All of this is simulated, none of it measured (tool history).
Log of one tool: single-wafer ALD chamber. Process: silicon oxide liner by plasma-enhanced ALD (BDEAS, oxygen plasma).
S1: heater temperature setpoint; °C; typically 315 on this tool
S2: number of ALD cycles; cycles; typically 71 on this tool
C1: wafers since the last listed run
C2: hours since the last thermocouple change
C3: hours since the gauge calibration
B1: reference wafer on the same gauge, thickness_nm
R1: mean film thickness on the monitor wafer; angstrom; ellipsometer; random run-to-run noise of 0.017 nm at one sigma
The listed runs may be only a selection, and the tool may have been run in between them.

Run 1, hour 0: usual settings but S1 309 °C; C1 0; C2 1604.5; C3 1240.2; B1 7.703. Result: R1 70.29 angstrom.
Run 2, hour 55.4: usual settings but S1 309 °C; C1 176; C2 1659.9; C3 1295.6; B1 7.701. Result: R1 70.1 angstrom.
Run 3, hour 108.2: usual settings but S1 303 °C; C1 168; C2 1712.7; C3 1348.4; B1 7.696. Result: R1 70.86 angstrom.
Run 4, hour 165: usual settings but S1 303 °C; C1 181; C2 1769.5; C3 1405.2; B1 7.701. Result: R1 70.73 angstrom.
Run 5, hour 206.8: usual settings but S2 79 cycles; C1 133; C2 1811.3; C3 1447; B1 7.701. Result: R1 77.6 angstrom.
Run 6, hour 252.1: usual settings; C1 144; C2 1856.6; C3 1492.3; B1 7.699. Result: R1 69.69 angstrom.
Run 7, hour 296.3: usual settings; C1 140; C2 1900.8; C3 1536.5; B1 7.702. Result: R1 69.92 angstrom.
Run 8, hour 362.3: usual settings; C1 210; C2 1966.8; C3 1602.5; B1 7.696. Result: R1 69.71 angstrom.
Run 9, hour 387: usual settings but S1 311 °C, S2 80 cycles; C1 78; C2 1991.5; C3 1627.2; B1 7.7. Result: R1 78.73 angstrom.
Run 10, hour 419.4: usual settings but S1 311 °C, S2 80 cycles; C1 103; C2 2023.9; C3 1659.6; B1 7.699. Result: R1 79.05 angstrom.
Run 11, hour 478.9: usual settings but S1 311 °C, S2 80 cycles; C1 189; C2 2083.4; C3 1719.1; B1 7.699. Result: R1 78.63 angstrom.
Run 12, hour 516.5: usual settings; C1 119; C2 2121; C3 1756.7; B1 7.7. Result: R1 69.69 angstrom.
Run 13, hour 542.7: usual settings; C1 83; C2 2147.2; C3 1782.9; B1 7.698. Result: R1 69.64 angstrom.
Run 14, hour 579.4: usual settings; C1 116; C2 2183.9; C3 1819.6; B1 7.7. Result: R1 69.82 angstrom.
Run 15, hour 626.4: usual settings but S1 326 °C, S2 67 cycles; C1 149; C2 2230.9; C3 1866.6; B1 7.698. Result: R1 64.93 angstrom.
Run 16, hour 677.6: usual settings but S2 77 cycles; C1 163; C2 2282.1; C3 1917.8; B1 7.702. Result: R1 75.61 angstrom.
At hour 680.8: gauge calibrated.
Run 17, hour 737: usual settings but S2 77 cycles; C1 189; C2 2341.5; C3 56.2; B1 7.703. Result: R1 75.4 angstrom.
Run 18, hour 791.7: usual settings but S2 77 cycles; C1 174; C2 2396.2; C3 110.9; B1 7.698. Result: R1 75.58 angstrom.
Run 19, hour 1004.3: usual settings but S2 67 cycles; C1 677; C2 2608.8; C3 323.5; B1 7.696. Result: R1 65.83 angstrom.
Run 20, hour 1029.2: usual settings but S2 74 cycles; C1 79; C2 2633.7; C3 348.4; B1 7.702. Result: R1 72.55 angstrom.
Run 21, hour 1092: usual settings but S2 68 cycles; C1 200; C2 2696.5; C3 411.2; B1 7.697. Result: R1 66.97 angstrom.
Run 22, hour 1128.5: usual settings but S2 68 cycles; C1 116; C2 2733; C3 447.7; B1 7.697. Result: R1 66.68 angstrom.
Run 23, hour 1158: usual settings but S1 308 °C, S2 60 cycles; C1 94; C2 2762.5; C3 477.2; B1 7.703. Result: R1 59.65 angstrom.
Run 24, hour 1228.3: usual settings but S2 77 cycles; C1 224; C2 2832.8; C3 547.5; B1 7.701. Result: R1 75.51 angstrom.
Run 25, hour 1262.9: usual settings but S1 328 °C, S2 81 cycles; C1 110; C2 2867.4; C3 582.1; B1 7.7. Result: R1 78.27 angstrom.
Run 26, hour 1329.2: usual settings but S1 323 °C; C1 211; C2 2933.7; C3 648.4; B1 7.702. Result: R1 69.08 angstrom.
Run 27, hour 1396.9: usual settings but S1 327 °C; C1 215; C2 3001.4; C3 716.1; B1 7.696. Result: R1 68.65 angstrom.
Run 28, hour 1421.1: usual settings but S1 321 °C; C1 77; C2 3025.6; C3 740.3; B1 7.7. Result: R1 69.32 angstrom.
Run 29, hour 1466.9: usual settings but S1 305 °C, S2 64 cycles; C1 145; C2 3071.4; C3 786.1; B1 7.697. Result: R1 63.24 angstrom.
Run 30, hour 1528.3: usual settings but S1 310 °C, S2 60 cycles; C1 195; C2 3132.8; C3 847.5; B1 7.702. Result: R1 59.19 angstrom.
Run 31, hour 1559.5: usual settings but S2 62 cycles; C1 99; C2 3164; C3 878.7; B1 7.7. Result: R1 60.92 angstrom.
At hour 1575: thermocouple changed; heater temperature recalibrated.
Run 32, hour 1628.4: usual settings but S2 76 cycles; C1 194; C2 53.4; C3 947.6; B1 7.7. Result: R1 74.44 angstrom.
Run 33, hour 1694.9: usual settings but S1 326 °C, S2 57 cycles; C1 211; C2 119.9; C3 1014.1; B1 7.7. Result: R1 55.28 angstrom.
Run 34, hour 1720.6: usual settings but S1 322 °C, S2 58 cycles; C1 81; C2 145.6; C3 1039.8; B1 7.7. Result: R1 56.6 angstrom.
Run 35, hour 1757.9: usual settings; C1 118; C2 182.9; C3 1077.1; B1 7.701. Result: R1 69.69 angstrom.
Run 36, hour 1792.7: usual settings but S1 323 °C, S2 64 cycles; C1 110; C2 217.7; C3 1111.9; B1 7.7. Result: R1 62.12 angstrom.
Run 37, hour 1862.4: usual settings but S1 310 °C; C1 222; C2 287.4; C3 1181.6; B1 7.699. Result: R1 70.39 angstrom.
Run 38, hour 1907.2: usual settings but S1 311 °C, S2 80 cycles; C1 142; C2 332.2; C3 1226.4; B1 7.701. Result: R1 79.05 angstrom.
Run 39, hour 1974.7: usual settings; C1 215; C2 399.7; C3 1293.9; B1 7.701. Result: R1 70.09 angstrom.
Run 40, hour 1998.8: usual settings but S2 59 cycles; C1 76; C2 423.8; C3 1318; B1 7.7. Result: R1 57.99 angstrom.
Run 41, hour 2163.5: usual settings; C1 524; C2 588.5; C3 1482.7; B1 7.695. Result: R1 69.56 angstrom.
Run 42, hour 2204.8: usual settings but S1 306 °C; C1 131; C2 629.8; C3 1524; B1 7.695. Result: R1 70.22 angstrom.
Run 43, hour 2236.9: usual settings; C1 102; C2 661.9; C3 1556.1; B1 7.697. Result: R1 69.96 angstrom.
Run 44, hour 2266.8: usual settings but S1 304 °C, S2 67 cycles; C1 95; C2 691.8; C3 1586; B1 7.703. Result: R1 66.77 angstrom.

Branching from run 44: 4 alternative next runs. What would each branch give?
Run A, hour 2267.3: usual settings but S1 322 °C; C1 1; C2 692.3; C3 1586.5; B1 ?. Result: R1 ?.
Run B, hour 2267.3: usual settings but S1 320 °C, S2 81 cycles; C1 1; C2 692.3; C3 1586.5; B1 ?. Result: R1 ?.
Run C, hour 2267.3: usual settings but S1 320 °C, S2 76 cycles; C1 1; C2 692.3; C3 1586.5; B1 ?. Result: R1 ?.
Run D, hour 2267.3: usual settings but S1 329 °C, S2 67 cycles; C1 1; C2 692.3; C3 1586.5; B1 ?. Result: R1 ?.

run     B1     R1
  A  7.697  68.74
  B  7.697  78.62
  C  7.697  73.77
  D  7.697  64.29
Had the tool no hidden state, the same runs would have come out as:
run     R1
  A  68.74
  B  78.62
  C  73.77
  D  64.29

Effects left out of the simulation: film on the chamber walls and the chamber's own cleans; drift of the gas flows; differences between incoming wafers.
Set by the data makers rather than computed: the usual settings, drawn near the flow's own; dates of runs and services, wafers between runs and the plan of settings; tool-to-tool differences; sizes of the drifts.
